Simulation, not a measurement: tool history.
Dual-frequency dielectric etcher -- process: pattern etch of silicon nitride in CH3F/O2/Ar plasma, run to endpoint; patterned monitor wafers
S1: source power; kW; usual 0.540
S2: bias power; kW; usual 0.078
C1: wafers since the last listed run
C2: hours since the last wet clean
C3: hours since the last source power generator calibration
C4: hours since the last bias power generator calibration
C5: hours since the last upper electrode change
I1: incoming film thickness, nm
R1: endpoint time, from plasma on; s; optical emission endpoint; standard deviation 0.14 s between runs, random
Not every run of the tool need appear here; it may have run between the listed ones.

| run | hour | S1 | S2 | C1 | C2 | C3 | C4 | C5 | I1 | R1 |
|---|---|---|---|---|---|---|---|---|---|---|
| 1 | 0.0 | 0.430 | 0.092 | 0 | 366.9 | 3044.5 | 4766.5 | 3268.1 | 18.71 | 24.8 |
| 2 | 10.7 | 0.430 | 0.092 | 140 | 377.6 | 3055.2 | 4777.2 | 3278.8 | 18.86 | 25.4 |
| 3 | 21.5 | 0.540 | 0.078 | 142 | 388.4 | 3066.0 | 4788.0 | 3289.6 | 18.61 | 24.1 |
| 4 | 32.8 | 0.440 | 0.078 | 148 | 399.7 | 3077.3 | 4799.3 | 3300.9 | 18.71 | 26.2 |
| 5 | 49.8 | 0.540 | 0.078 | 223 | 416.7 | 3094.3 | 4816.3 | 3317.9 | 18.61 | 24.3 |
| 6 | 60.1 | 0.540 | 0.078 | 135 | 427.0 | 3104.6 | 4826.6 | 3328.2 | 18.57 | 24.0 |
| 7 | 71.7 | 0.540 | 0.078 | 152 | 438.6 | 3116.2 | 4838.2 | 3339.8 | 18.74 | 24.4 |
| 8 | 83.6 | 0.540 | 0.078 | 156 | 450.5 | 3128.1 | 4850.1 | 3351.7 | 18.66 | 24.1 |
| 9 | 97.2 | 0.540 | 0.078 | 179 | 464.1 | 3141.7 | 4863.7 | 3365.3 | 18.76 | 24.3 |
|  | 123.0 | upper electrode replaced, of another model than before |
| 10 | 123.5 | 0.540 | 0.078 | 30 | 490.4 | 3168.0 | 4890.0 | 0.5 | 18.84 | 24.4 |
| 11 | 137.4 | 0.540 | 0.078 | 183 | 504.3 | 3181.9 | 4903.9 | 14.4 | 18.75 | 24.1 |
| 12 | 146.5 | 0.540 | 0.078 | 119 | 513.4 | 3191.0 | 4913.0 | 23.5 | 18.80 | 24.2 |
| 13 | 152.5 | 0.540 | 0.078 | 78 | 519.4 | 3197.0 | 4919.0 | 29.5 | 18.64 | 24.2 |
| 14 | 159.1 | 0.540 | 0.087 | 86 | 526.0 | 3203.6 | 4925.6 | 36.1 | 18.72 | 23.0 |
|  | 192.4 | wet clean of the chamber |
| 15 | 192.9 | 0.620 | 0.095 | 129 | 0.5 | 3237.4 | 4959.4 | 69.9 | 18.64 | 22.5 |
| 16 | 193.2 | 0.540 | 0.065 | 3 | 0.8 | 3237.7 | 4959.7 | 70.2 | 18.57 | 26.8 |
| 17 | 193.5 | 0.540 | 0.078 | 3 | 1.1 | 3238.0 | 4960.0 | 70.5 | 18.62 | 25.1 |
| 18 | 199.8 | 0.630 | 0.094 | 82 | 7.4 | 3244.3 | 4966.3 | 76.8 | 18.81 | 22.5 |
| 19 | 211.2 | 0.580 | 0.089 | 150 | 18.8 | 3255.7 | 4977.7 | 88.2 | 18.60 | 22.9 |
|  | 223.0 | bias power generator calibrated |
| 20 | 227.1 | 0.540 | 0.078 | 156 | 34.7 | 3271.6 | 4.1 | 104.1 | 18.61 | 24.9 |
| 21 | 236.1 | 0.540 | 0.078 | 118 | 43.7 | 3280.6 | 13.1 | 113.1 | 18.62 | 24.8 |
|  | 255.3 | source power generator calibrated |
| 22 | 255.8 | 0.660 | 0.094 | 206 | 63.4 | 0.5 | 32.8 | 132.8 | 18.75 | 22.1 |
| 23 | 266.0 | 0.540 | 0.078 | 134 | 73.6 | 10.7 | 43.0 | 143.0 | 18.76 | 25.1 |
| 24 | 272.0 | 0.440 | 0.065 | 78 | 79.6 | 16.7 | 49.0 | 149.0 | 18.73 | 28.2 |
| 25 | 279.7 | 0.440 | 0.069 | 101 | 87.3 | 24.4 | 56.7 | 156.7 | 18.60 | 27.1 |
| 26 | 305.9 | 0.610 | 0.068 | 344 | 113.5 | 50.6 | 82.9 | 182.9 | 18.78 | 25.6 |
| 27 | 316.8 | 0.540 | 0.078 | 143 | 124.4 | 61.5 | 93.8 | 193.8 | 18.61 | 24.8 |
| 28 | 332.8 | 0.540 | 0.078 | 210 | 140.4 | 77.5 | 109.8 | 209.8 | 18.63 | 24.6 |

Alternative continuations, all from the tool just after run 28; predict every row:
| A | 333.2 | 0.400 | 0.078 | 5 | 140.8 | 77.9 | 110.2 | 210.2 | 18.71 | ? |
| B | 333.2 | 0.610 | 0.065 | 5 | 140.8 | 77.9 | 110.2 | 210.2 | 18.71 | ? |
| C | 333.2 | 0.420 | 0.078 | 5 | 140.8 | 77.9 | 110.2 | 210.2 | 18.71 | ? |
| D | 333.2 | 0.540 | 0.069 | 5 | 140.8 | 77.9 | 110.2 | 210.2 | 18.71 | ? |

| run | R1 |
|---|---|
| A | 26.3 |
| B | 26.0 |
| C | 26.0 |
| D | 26.0 |
Without the tool's hidden state the same runs would have given:
| run | R1 |
|---|---|
| A | 26.6 |
| B | 26.3 |
| C | 26.4 |
| D | 26.4 |

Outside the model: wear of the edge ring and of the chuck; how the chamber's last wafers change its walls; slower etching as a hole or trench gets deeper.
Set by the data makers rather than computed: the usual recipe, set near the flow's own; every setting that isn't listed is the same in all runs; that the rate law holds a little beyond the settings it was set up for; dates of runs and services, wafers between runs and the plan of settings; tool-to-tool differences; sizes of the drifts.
